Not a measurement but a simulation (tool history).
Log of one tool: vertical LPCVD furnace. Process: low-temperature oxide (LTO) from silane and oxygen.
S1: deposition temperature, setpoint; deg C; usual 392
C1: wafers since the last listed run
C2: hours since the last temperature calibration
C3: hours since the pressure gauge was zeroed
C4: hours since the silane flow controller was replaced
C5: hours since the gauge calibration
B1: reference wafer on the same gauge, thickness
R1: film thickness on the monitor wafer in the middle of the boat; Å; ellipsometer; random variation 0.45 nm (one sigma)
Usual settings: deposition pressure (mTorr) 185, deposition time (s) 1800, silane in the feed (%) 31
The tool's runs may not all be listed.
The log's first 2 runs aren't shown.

run 3 hour=84.6 | S1=392 deposition_pressure_(mTorr)=175 deposition_time_(s)=2340 silane_in_the_feed_(%)=31 | C1=939 C2=4362.0 C3=2407.7 C4=3803.8 C5=1742.1 | B1=146.94 | R1=1589.6
run 4 hour=185.3 | S1=392 deposition_pressure_(mTorr)=175 deposition_time_(s)=2340 silane_in_the_feed_(%)=31 | C1=2592 C2=4462.7 C3=2508.4 C4=3904.5 C5=1842.8 | B1=147.06 | R1=1599.2
run 5 hour=258.1 | S1=392 deposition_pressure_(mTorr)=175 deposition_time_(s)=2340 silane_in_the_feed_(%)=31 | C1=1874 C2=4535.5 C3=2581.2 C4=3977.3 C5=1915.6 | B1=147.07 | R1=1605.8
run 6 hour=300.9 | S1=392 deposition_pressure_(mTorr)=185 deposition_time_(s)=1800 silane_in_the_feed_(%)=31 | C1=1101 C2=4578.3 C3=2624.0 C4=4020.1 C5=1958.4 | B1=146.92 | R1=1300.0
run 7 hour=397.7 | S1=392 deposition_pressure_(mTorr)=185 deposition_time_(s)=1800 silane_in_the_feed_(%)=31 | C1=2492 C2=4675.1 C3=2720.8 C4=4116.9 C5=2055.2 | B1=147.11 | R1=1307.0
-- hour=443.3 thermocouples replaced and temperature profile calibrated
run 8 hour=631.6 | S1=392 deposition_pressure_(mTorr)=185 deposition_time_(s)=1800 silane_in_the_feed_(%)=31 | C1=5404 C2=188.3 C3=2954.7 C4=4350.8 C5=2289.1 | B1=147.04 | R1=1304.8
run 9 hour=688.1 | S1=392 deposition_pressure_(mTorr)=185 deposition_time_(s)=1800 silane_in_the_feed_(%)=31 | C1=1454 C2=244.8 C3=3011.2 C4=4407.3 C5=2345.6 | B1=146.93 | R1=1302.5
run 10 hour=748.4 | S1=392 deposition_pressure_(mTorr)=185 deposition_time_(s)=1800 silane_in_the_feed_(%)=31 | C1=1552 C2=305.1 C3=3071.5 C4=4467.6 C5=2405.9 | B1=146.78 | R1=1301.7
run 11 hour=798.4 | S1=392 deposition_pressure_(mTorr)=185 deposition_time_(s)=1800 silane_in_the_feed_(%)=31 | C1=1287 C2=355.1 C3=3121.5 C4=4517.6 C5=2455.9 | B1=147.07 | R1=1296.2
run 12 hour=853.7 | S1=392 deposition_pressure_(mTorr)=185 deposition_time_(s)=1800 silane_in_the_feed_(%)=31 | C1=1423 C2=410.4 C3=3176.8 C4=4572.9 C5=2511.2 | B1=147.04 | R1=1294.8
run 13 hour=937.0 | S1=396 deposition_pressure_(mTorr)=185 deposition_time_(s)=1230 silane_in_the_feed_(%)=37 | C1=2144 C2=493.7 C3=3260.1 C4=4656.2 C5=2594.5 | B1=147.01 | R1=1190.4
run 14 hour=1041.1 | S1=392 deposition_pressure_(mTorr)=150 deposition_time_(s)=1260 silane_in_the_feed_(%)=28 | C1=2680 C2=597.8 C3=3364.2 C4=4760.3 C5=2698.6 | B1=146.98 | R1=636.0
run 15 hour=1138.7 | S1=402 deposition_pressure_(mTorr)=185 deposition_time_(s)=1110 silane_in_the_feed_(%)=31 | C1=2512 C2=695.4 C3=3461.8 C4=4857.9 C5=2796.2 | B1=146.90 | R1=908.5
run 16 hour=1175.4 | S1=384 deposition_pressure_(mTorr)=185 deposition_time_(s)=2220 silane_in_the_feed_(%)=33 | C1=944 C2=732.1 C3=3498.5 C4=4894.6 C5=2832.9 | B1=147.06 | R1=1591.1
run 17 hour=1252.6 | S1=392 deposition_pressure_(mTorr)=165 deposition_time_(s)=1800 silane_in_the_feed_(%)=37 | C1=1987 C2=809.3 C3=3575.7 C4=4971.8 C5=2910.1 | B1=147.00 | R1=1485.6
run 18 hour=1327.0 | S1=403 deposition_pressure_(mTorr)=205 deposition_time_(s)=1350 silane_in_the_feed_(%)=31 | C1=1915 C2=883.7 C3=3650.1 C4=5046.2 C5=2984.5 | B1=146.95 | R1=1238.0
run 19 hour=1403.2 | S1=392 deposition_pressure_(mTorr)=185 deposition_time_(s)=1800 silane_in_the_feed_(%)=31 | C1=1961 C2=959.9 C3=3726.3 C4=5122.4 C5=3060.7 | B1=146.85 | R1=1302.9
run 20 hour=1483.6 | S1=392 deposition_pressure_(mTorr)=145 deposition_time_(s)=2490 silane_in_the_feed_(%)=33 | C1=2070 C2=1040.3 C3=3806.7 C4=5202.8 C5=3141.1 | B1=147.06 | R1=1546.6
-- hour=1521.2 pressure gauge zeroed
run 21 hour=1528.9 | S1=392 deposition_pressure_(mTorr)=185 deposition_time_(s)=1800 silane_in_the_feed_(%)=31 | C1=548 C2=1085.6 C3=7.7 C4=5248.1 C5=3186.4 | B1=147.20 | R1=1307.2
run 22 hour=1613.9 | S1=388 deposition_pressure_(mTorr)=225 deposition_time_(s)=1140 silane_in_the_feed_(%)=33 | C1=2188 C2=1170.6 C3=92.7 C4=5333.1 C5=3271.4 | B1=146.92 | R1=1046.1

Forecast run 23:
-- hour=1649.3 gauge calibrated
run 23 hour=1715.8 | S1=392 deposition_pressure_(mTorr)=185 deposition_time_(s)=1800 silane_in_the_feed_(%)=31 | C1=2623 C2=1272.5 C3=194.6 C4=5435.0 C5=66.5 | B1=? | R1=?

B1: 147.01
R1: 1309.0 Å
Without the tool's hidden state the same run would have given R1 1309.0 Å.

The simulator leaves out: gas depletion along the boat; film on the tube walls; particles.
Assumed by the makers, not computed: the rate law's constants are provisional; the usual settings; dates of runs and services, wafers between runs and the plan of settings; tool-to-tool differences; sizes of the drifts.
